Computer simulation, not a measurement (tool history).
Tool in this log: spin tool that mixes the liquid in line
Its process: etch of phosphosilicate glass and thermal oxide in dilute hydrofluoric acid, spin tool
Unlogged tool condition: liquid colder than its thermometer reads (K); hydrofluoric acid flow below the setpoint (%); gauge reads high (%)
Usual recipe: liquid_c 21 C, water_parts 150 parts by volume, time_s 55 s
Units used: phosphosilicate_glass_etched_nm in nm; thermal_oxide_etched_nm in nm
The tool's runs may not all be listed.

run	hour	liquid_c	water_parts	time_s	wafers since the last listed run	hours since the thermometer was replaced	hours since the hydrofluoric acid flow meter was replaced	hours since the gauge calibration	read-back film thickness of the phosphosilicate glass reference wafer, read on the same gauge (nm)	read-back film thickness of the thermal oxide reference wafer, read on the same gauge (nm)	phosphosilicate_glass_etched_nm	thermal_oxide_etched_nm
1	0	21	150	55	0	1859.4	24.4	967.1	70	150.029	22.86	1.179
2	23.6	23.5	150	80	370	1883	48	990.7	69.96	149.999	37.25	1.901
3	58	23.5	150	80	540	1917.4	82.4	1025.1	70.03	149.992	36.69	1.884
4	80.4	21	150	55	351	1939.8	104.8	1047.5	69.99	149.991	22.9	1.191
# hour 102.3: thermometer replaced
5	114.2	21	150	55	514	11.9	138.6	1081.3	70	150.008	22.8	1.159
6	126.8	21	150	25	197	24.5	151.2	1093.9	69.97	149.997	10.28	0.54
7	154.5	17	185	80	434	52.2	178.9	1121.6	69.99	149.999	21.93	1.125
# hour 175.3: hydrofluoric acid flow meter replaced, repeated, since the last time left the tool worse
8	185.4	23	170	40	469	83.1	10.1	1152.5	69.95	150.008	18.75	0.981
9	201.1	19	220	85	246	98.8	25.8	1168.2	70.02	149.986	24.99	1.291
# hour 210.1: gauge calibrated
10	224.8	19.5	115	70	372	122.5	49.5	14.7	70.01	149.969	44.26	2.283
11	239.4	19.5	105	25	229	137.1	64.1	29.3	70.02	149.994	17.56	0.916
12	270.7	21	150	55	491	168.4	95.4	60.6	70.03	149.979	27.33	1.359
13	290.7	19.5	105	25	313	188.4	115.4	80.6	70	150.004	17.55	0.89
14	306.1	22.5	100	35	241	203.8	130.8	96	69.99	149.991	29.11	1.504
15	332.2	25.5	125	40	409	229.9	156.9	122.1	70	150.021	29.09	1.459
16	352.3	17	150	55	315	250	177	142.2	70	149.991	23.03	1.19
17	375	21	150	40	356	272.7	199.7	164.9	70	149.987	19.65	1.009
18	387.7	24	95	70	199	285.4	212.4	177.6	70	149.987	65.08	3.321
19	407.4	17.5	150	55	309	305.1	232.1	197.3	70.01	149.985	23.67	1.204
20	439	21	150	55	496	336.7	263.7	228.9	70.04	150.002	26.94	1.373
21	451.9	23	150	55	202	349.6	276.6	241.8	69.96	149.999	29.36	1.47
22	467.6	23	90	30	246	365.3	292.3	257.5	69.99	150.007	28.22	1.455
23	495	21	150	55	430	392.7	319.7	284.9	70.02	149.99	26.8	1.381
24	522.1	24	95	70	425	419.8	346.8	312	70	149.961	64.61	3.35
25	552.6	21	150	55	478	450.3	377.3	342.5	69.96	149.993	26.63	1.359
26	567.7	24.5	150	55	237	465.4	392.4	357.6	69.99	150.022	31.05	1.555

List, for all runs, the conditions of the tool that the log does not record:
liquid colder than its thermometer reads (K): 0 on each run
gauge reads high (%): 0 on each run
H1: hydrofluoric acid flow below the setpoint (%)
run	H1
1	14.7
2	14.8
3	15
4	15.1
5	15.3
6	15.4
7	15.5
8	0.814
9	0.895
10	1.02
11	1.09
12	1.26
13	1.36
14	1.44
15	1.57
16	1.68
17	1.8
18	1.86
19	1.96
20	2.13
21	2.2
22	2.28
23	2.42
24	2.56
25	2.72
26	2.8
